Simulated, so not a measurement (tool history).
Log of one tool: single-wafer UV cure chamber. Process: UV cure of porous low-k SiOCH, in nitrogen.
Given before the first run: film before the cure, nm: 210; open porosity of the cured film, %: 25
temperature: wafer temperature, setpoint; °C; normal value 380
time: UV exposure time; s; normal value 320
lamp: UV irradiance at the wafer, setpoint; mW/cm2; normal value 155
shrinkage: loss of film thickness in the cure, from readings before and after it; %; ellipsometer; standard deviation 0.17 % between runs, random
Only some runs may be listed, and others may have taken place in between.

| run | hour | temperature | time | lamp | shrinkage |
|---|---|---|---|---|---|
| 1 | 0.0 | 380 | 450 | 155 | 17.328 |
| 2 | 13.0 | 380 | 450 | 155 | 17.338 |
| 3 | 44.3 | 380 | 450 | 155 | 17.401 |
| 4 | 64.6 | 380 | 320 | 165 | 15.726 |
| 5 | 86.8 | 380 | 320 | 165 | 15.400 |
| 6 | 109.5 | 380 | 320 | 165 | 15.752 |
| 7 | 122.0 | 380 | 320 | 155 | 15.325 |
| 8 | 135.5 | 380 | 320 | 155 | 15.493 |
| 9 | 163.1 | 380 | 320 | 155 | 15.183 |
| 10 | 179.9 | 380 | 265 | 155 | 14.360 |
| 11 | 196.0 | 380 | 265 | 155 | 14.210 |
| 12 | 215.7 | 380 | 320 | 155 | 15.139 |
| 13 | 246.2 | 380 | 320 | 155 | 15.091 |
| 14 | 269.3 | 380 | 320 | 155 | 14.875 |
| 15 | 284.1 | 374 | 395 | 155 | 15.994 |
| 16 | 311.8 | 374 | 395 | 155 | 15.665 |
| 17 | 342.6 | 374 | 395 | 155 | 15.829 |
| 18 | 364.8 | 380 | 320 | 155 | 14.710 |
| 19 | 393.1 | 380 | 320 | 155 | 14.794 |
|  | 418.0 | UV bulbs replaced |
| 20 | 423.4 | 380 | 320 | 155 | 17.048 |
| 21 | 438.2 | 373 | 320 | 155 | 16.912 |
| 22 | 464.2 | 380 | 320 | 155 | 17.092 |
| 23 | 490.0 | 380 | 200 | 173 | 14.959 |
| 24 | 524.3 | 372 | 175 | 126 | 12.782 |
|  | 604.6 | quartz window cleaned |
| 25 | 605.1 | 361 | 255 | 136 | 15.092 |
| 26 | 624.4 | 380 | 320 | 155 | 16.811 |
| 27 | 657.3 | 380 | 320 | 155 | 16.957 |
| 28 | 687.3 | 392 | 380 | 155 | 18.238 |
| 29 | 768.1 | 380 | 270 | 171 | 16.448 |
| 30 | 790.4 | 368 | 320 | 155 | 16.489 |
| 31 | 809.4 | 364 | 395 | 142 | 17.631 |
| 32 | 831.2 | 380 | 435 | 121 | 17.402 |
| 33 | 865.8 | 380 | 320 | 189 | 17.904 |
| 34 | 885.6 | 364 | 320 | 193 | 17.746 |
| 35 | 916.5 | 397 | 320 | 155 | 17.264 |
| 36 | 928.7 | 380 | 320 | 155 | 16.921 |
| 37 | 964.7 | 396 | 320 | 188 | 17.994 |
| 38 | 983.3 | 387 | 180 | 189 | 15.285 |
| 39 | 1006.0 | 380 | 180 | 192 | 14.899 |
| 40 | 1022.7 | 380 | 320 | 136 | 16.352 |
| 41 | 1067.0 | 399 | 320 | 155 | 17.489 |
| 42 | 1085.0 | 395 | 500 | 173 | 19.907 |
| 43 | 1105.2 | 374 | 320 | 195 | 17.591 |
| 44 | 1128.7 | 380 | 320 | 155 | 16.936 |

Had the tool no unlogged condition, and each run kept its random variation, what would the results have been?
The tool's hidden condition here consists of: lamp output below its setpoint, %; transmission lost against a clean window, %.
| run | shrinkage |
|---|---|
| 1 | 18.838 |
| 2 | 18.876 |
| 3 | 19.010 |
| 4 | 17.350 |
| 5 | 17.039 |
| 6 | 17.479 |
| 7 | 17.065 |
| 8 | 17.285 |
| 9 | 17.005 |
| 10 | 16.221 |
| 11 | 16.092 |
| 12 | 17.085 |
| 13 | 17.111 |
| 14 | 16.927 |
| 15 | 18.122 |
| 16 | 17.827 |
| 17 | 18.102 |
| 18 | 17.010 |
| 19 | 17.194 |
| 20 | 17.152 |
| 21 | 17.016 |
| 22 | 17.198 |
| 23 | 15.063 |
| 24 | 12.885 |
| 25 | 15.211 |
| 26 | 16.931 |
| 27 | 17.085 |
| 28 | 18.374 |
| 29 | 16.602 |
| 30 | 16.649 |
| 31 | 17.803 |
| 32 | 17.579 |
| 33 | 18.093 |
| 34 | 17.943 |
| 35 | 17.473 |
| 36 | 17.136 |
| 37 | 18.222 |
| 38 | 15.523 |
| 39 | 15.144 |
| 40 | 16.613 |
| 41 | 17.777 |
| 42 | 20.197 |
| 43 | 17.892 |
| 44 | 17.258 |

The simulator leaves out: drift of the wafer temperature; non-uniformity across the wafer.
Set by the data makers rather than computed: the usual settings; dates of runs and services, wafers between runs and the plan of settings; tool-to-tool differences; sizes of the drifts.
